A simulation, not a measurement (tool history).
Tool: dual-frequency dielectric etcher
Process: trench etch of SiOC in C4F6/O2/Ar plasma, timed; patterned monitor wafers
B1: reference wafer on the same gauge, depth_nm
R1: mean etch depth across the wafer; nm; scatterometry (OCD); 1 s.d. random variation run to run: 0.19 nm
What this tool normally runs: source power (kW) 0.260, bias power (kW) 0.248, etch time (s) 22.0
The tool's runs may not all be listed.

Run 1, hour 0.0: usual settings; B1 41.32. Result: R1 42.21 nm.
Run 2, hour 13.5: usual settings but source power (kW) 0.300; B1 41.30. Result: R1 44.41 nm.
Run 3, hour 28.5: usual settings but source power (kW) 0.300; B1 41.28. Result: R1 44.40 nm.
Run 4, hour 63.0: usual settings but source power (kW) 0.300; B1 41.29. Result: R1 44.46 nm.
Run 5, hour 76.2: usual settings but source power (kW) 0.290, bias power (kW) 0.203; B1 41.33. Result: R1 40.42 nm.
Run 6, hour 91.0: usual settings but source power (kW) 0.290, bias power (kW) 0.203; B1 41.28. Result: R1 40.37 nm.
Run 7, hour 101.9: usual settings but source power (kW) 0.290, bias power (kW) 0.203; B1 41.34. Result: R1 40.34 nm.
At hour 109.3: bias power generator calibrated.
Run 8, hour 116.6: usual settings but bias power (kW) 0.233; B1 41.29. Result: R1 41.32 nm.
Run 9, hour 126.3: usual settings but bias power (kW) 0.233; B1 41.33. Result: R1 41.39 nm.
Run 10, hour 150.8: usual settings but bias power (kW) 0.233; B1 41.32. Result: R1 41.17 nm.
Run 11, hour 164.8: usual settings; B1 41.28. Result: R1 42.51 nm.
Run 12, hour 175.4: usual settings; B1 41.33. Result: R1 42.19 nm.
Run 13, hour 186.4: usual settings; B1 41.28. Result: R1 42.52 nm.
Run 14, hour 202.0: usual settings but source power (kW) 0.290, bias power (kW) 0.203; B1 41.26. Result: R1 40.48 nm.
At hour 229.5: wet clean of the chamber.
Run 15, hour 230.0: usual settings; B1 41.33. Result: R1 42.53 nm.
Run 16, hour 230.3: usual settings but source power (kW) 0.290, bias power (kW) 0.298, etch time (s) 17.5; B1 41.29. Result: R1 37.93 nm.
At hour 241.5: source power generator calibrated.
Run 17, hour 242.0: usual settings but source power (kW) 0.320, bias power (kW) 0.213, etch time (s) 16.0; B1 41.28. Result: R1 30.89 nm.
Run 18, hour 253.0: usual settings but source power (kW) 0.300, bias power (kW) 0.188, etch time (s) 16.0; B1 41.29. Result: R1 29.00 nm.
At hour 281.4: upper electrode replaced.
Run 19, hour 281.9: usual settings but bias power (kW) 0.191; B1 41.29. Result: R1 38.14 nm.
Run 20, hour 283.8: usual settings but source power (kW) 0.290, bias power (kW) 0.276, etch time (s) 27.0; B1 41.34. Result: R1 56.48 nm.
At hour 285.4: gauge calibrated.
Run 21, hour 300.9: usual settings but source power (kW) 0.280, etch time (s) 18.0; B1 41.29. Result: R1 35.54 nm.
Run 22, hour 313.6: usual settings but source power (kW) 0.240, bias power (kW) 0.193, etch time (s) 24.5; B1 41.30. Result: R1 41.55 nm.
Run 23, hour 323.0: usual settings but source power (kW) 0.310, bias power (kW) 0.203, etch time (s) 18.0; B1 41.33. Result: R1 33.69 nm.
Run 24, hour 338.3: usual settings but source power (kW) 0.310, bias power (kW) 0.201, etch time (s) 24.5; B1 41.29. Result: R1 45.87 nm.
Run 25, hour 352.7: usual settings but source power (kW) 0.230, bias power (kW) 0.271, etch time (s) 26.5; B1 41.31. Result: R1 50.97 nm.
Run 26, hour 369.3: usual settings but bias power (kW) 0.216; B1 41.33. Result: R1 40.07 nm.
Run 27, hour 384.2: usual settings; B1 41.30. Result: R1 42.62 nm.
Run 28, hour 394.2: usual settings; B1 41.27. Result: R1 42.57 nm.
Run 29, hour 400.6: usual settings but source power (kW) 0.240, bias power (kW) 0.207; B1 41.28. Result: R1 38.27 nm.

Run-by-run hidden state of the tool:
etch rate over this chamber's usual, %: 0 across all the runs
source power that arrives over what is set, %: 0 across all the runs
bias power that arrives over what is set, %: 0 across all the runs
gauge reads high (%): 0 across all the runs

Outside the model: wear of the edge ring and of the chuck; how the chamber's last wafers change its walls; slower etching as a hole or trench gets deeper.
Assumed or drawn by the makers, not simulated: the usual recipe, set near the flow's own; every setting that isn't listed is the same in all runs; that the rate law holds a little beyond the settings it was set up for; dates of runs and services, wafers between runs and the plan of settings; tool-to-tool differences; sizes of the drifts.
